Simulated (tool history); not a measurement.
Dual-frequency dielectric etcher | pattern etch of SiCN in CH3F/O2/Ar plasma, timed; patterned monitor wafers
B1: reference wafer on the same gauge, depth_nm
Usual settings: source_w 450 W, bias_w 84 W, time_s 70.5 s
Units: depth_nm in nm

run 1 day=0.000 | source_w=450 bias_w=84 time_s=70.5 | B1=33.18 | depth_nm=29.63
run 2 day=1.367 | source_w=450 bias_w=84 time_s=70.5 | B1=33.20 | depth_nm=29.72
run 3 day=2.579 | source_w=450 bias_w=84 time_s=70.5 | B1=33.21 | depth_nm=29.85
run 4 day=3.183 | source_w=450 bias_w=84 time_s=70.5 | B1=33.19 | depth_nm=29.70
run 5 day=4.108 | source_w=450 bias_w=84 time_s=70.5 | B1=33.18 | depth_nm=29.77
run 6 day=4.746 | source_w=450 bias_w=84 time_s=70.5 | B1=33.22 | depth_nm=29.70
run 7 day=6.029 | source_w=450 bias_w=84 time_s=70.5 | B1=33.20 | depth_nm=29.82
run 8 day=6.833 | source_w=450 bias_w=84 time_s=70.5 | B1=33.21 | depth_nm=29.74
run 9 day=7.550 | source_w=450 bias_w=84 time_s=70.5 | B1=33.19 | depth_nm=29.79
run 10 day=8.829 | source_w=400 bias_w=93 time_s=63.5 | B1=33.21 | depth_nm=26.72
run 11 day=9.538 | source_w=450 bias_w=65 time_s=86.0 | B1=33.21 | depth_nm=33.52
run 12 day=10.917 | source_w=400 bias_w=71 time_s=55.5 | B1=33.21 | depth_nm=21.49
-- day=12.350 gauge calibrated
-- day=12.567 wet clean of the chamber
run 13 day=12.588 | source_w=450 bias_w=99 time_s=70.5 | B1=33.21 | depth_nm=31.38
run 14 day=12.854 | source_w=550 bias_w=67 time_s=82.5 | B1=33.17 | depth_nm=34.53
-- day=15.646 upper electrode replaced
run 15 day=16.938 | source_w=450 bias_w=75 time_s=64.5 | B1=33.22 | depth_nm=26.29
-- day=17.642 source power generator calibrated
run 16 day=18.142 | source_w=510 bias_w=100 time_s=81.5 | B1=33.19 | depth_nm=37.70
-- day=19.050 bias power generator calibrated
run 17 day=19.150 | source_w=450 bias_w=84 time_s=70.5 | B1=33.16 | depth_nm=29.85
run 18 day=20.396 | source_w=450 bias_w=84 time_s=70.5 | B1=33.21 | depth_nm=29.82
run 19 day=23.950 | source_w=450 bias_w=84 time_s=70.5 | B1=33.19 | depth_nm=29.75

The tool's hidden state at each run:
etch rate over this chamber's usual, %: 0 in every run
source power that arrives over what is set, %: 0 in every run
bias power that arrives over what is set, %: 0 in every run
gauge reads high (%): 0 in every run
